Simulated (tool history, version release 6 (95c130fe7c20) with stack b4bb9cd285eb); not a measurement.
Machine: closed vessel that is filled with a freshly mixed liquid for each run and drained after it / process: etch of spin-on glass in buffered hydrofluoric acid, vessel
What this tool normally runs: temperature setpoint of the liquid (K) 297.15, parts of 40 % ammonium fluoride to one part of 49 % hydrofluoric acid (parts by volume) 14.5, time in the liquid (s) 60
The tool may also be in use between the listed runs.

run   hour  temperature setpoint of the liquid (K)  parts of 40 % ammonium fluoride to one part of 49 % hydrofluoric acid (parts by volume)  time in the liquid (s)  read-back film thickness of the spin-on glass reference wafer, read on the same gauge (nm)  thickness taken off the spin-on glass on a monitor wafer (nm)
  1    0.0                                  297.15                                                                                     14.5                      60                                                                                       89.99                                                          77.27
  2   34.4                                  297.15                                                                                     14.5                      60                                                                                       89.99                                                          77.95
  3   59.7                                  297.15                                                                                     14.5                      60                                                                                       89.99                                                          77.06
  4   92.6                                  297.15                                                                                     14.5                      60                                                                                       90.01                                                          76.50
  5  119.2                                  297.15                                                                                     14.5                      60                                                                                       90.02                                                          74.97
  6  134.8                                  297.15                                                                                     14.5                      60                                                                                       89.98                                                          75.56
  7  158.4                                  297.15                                                                                     14.5                      60                                                                                       89.97                                                          76.31
  8  191.7                                  297.15                                                                                     14.5                      60                                                                                       89.97                                                          75.48
  9  219.8                                  297.15                                                                                     14.5                      60                                                                                       90.01                                                          75.59
 10  252.8                                  297.15                                                                                     14.5                      60                                                                                       89.98                                                          75.46
 11  266.6                                  297.15                                                                                     14.5                      60                                                                                       89.97                                                          75.67
 12  288.8                                  297.15                                                                                     11.5                      80                                                                                       90.00                                                         127.34
     290.0  -- thermometer replaced
     291.2  -- hydrofluoric acid flow meter replaced
 13  308.4                                  294.15                                                                                     14.5                      60                                                                                       90.01                                                          68.80
 14  331.8                                  297.15                                                                                     14.5                      60                                                                                       90.03                                                          81.92
 15  348.9                                  297.15                                                                                     14.5                      60                                                                                       89.98                                                          81.32
 16  376.2                                  299.65                                                                                     20.5                      50                                                                                       90.02                                                          56.11
 17  401.3                                  300.65                                                                                     14.5                      90                                                                                       89.99                                                         147.98

The next listed run, before its measurement:
 18  416.6                                  293.15                                                                                     12.0                      60                                                                                           ?                                                              ?

read-back film thickness of the spin-on glass reference wafer, read on the same gauge (nm): 89.98
thickness taken off the spin-on glass on a monitor wafer (nm): 77.94
Take away the tool's hidden state, keep the run-to-run variation as it was, and the same run would have given thickness taken off the spin-on glass on a monitor wafer (nm) 78.68.
